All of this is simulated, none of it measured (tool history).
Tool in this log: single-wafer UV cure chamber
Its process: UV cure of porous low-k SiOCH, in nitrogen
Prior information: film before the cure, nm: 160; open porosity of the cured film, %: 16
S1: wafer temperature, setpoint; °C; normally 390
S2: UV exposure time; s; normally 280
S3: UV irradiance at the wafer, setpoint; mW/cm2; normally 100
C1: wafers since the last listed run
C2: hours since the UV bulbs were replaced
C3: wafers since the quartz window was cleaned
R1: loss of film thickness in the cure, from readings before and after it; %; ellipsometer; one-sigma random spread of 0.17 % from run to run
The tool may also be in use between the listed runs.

run,hour,S1,S2,S3,C1,C2,C3,R1
1,0,390,280,82,0,1082.7,919,10.947
2,25.7,377,280,100,166,1108.4,1085,11.37
3,42.5,377,280,100,108,1125.2,1193,11.213
4,56,390,280,100,87,1138.7,1281,11.364
# hour 67: quartz window cleaned
5,77.4,390,280,100,86,1160.1,67,12.285
6,111.9,390,280,117,222,1194.6,290,12.978
7,144.1,390,280,100,208,1226.8,498,12.656
8,159.5,390,280,100,99,1242.2,597,12.179
9,188.7,390,280,100,188,1271.4,786,12.128
10,213.4,404,280,79,159,1296.1,945,11.185
11,237.8,390,280,100,157,1320.5,1103,11.82
# hour 246: quartz window cleaned
12,256.9,390,410,100,71,1339.6,70,14.363
13,275.9,390,280,80,122,1358.6,192,11.45
# hour 339.9: UV bulbs replaced
14,381.5,390,165,100,630,41.6,823,9.622
# hour 404.8: quartz window cleaned
15,426.1,403,125,78,236,86.2,137,8.241
16,449.9,410,280,124,153,110,291,13.491
17,476.6,390,410,100,172,136.7,463,13.792
18,502.1,375,235,75,164,162.2,628,9.858
19,515.9,396,405,64,89,176,717,11.78

Each row is a separate what-if for the run after 19, all from the same tool condition, not one after another. Results?
A,516.4,390,280,100,3,176.5,720,?
B,516.4,378,395,83,3,176.5,720,?
C,516.4,390,435,63,3,176.5,720,?
D,516.4,408,130,77,3,176.5,720,?
E,516.4,390,205,100,3,176.5,720,?

run,R1
A,11.977
B,12.476
C,11.88
D,7.882
E,10.589
Take away the tool's hidden state, keep each run's random variation, and the runs would have read:
run,R1
A,12.456
B,12.96
C,12.358
D,8.306
E,11.051
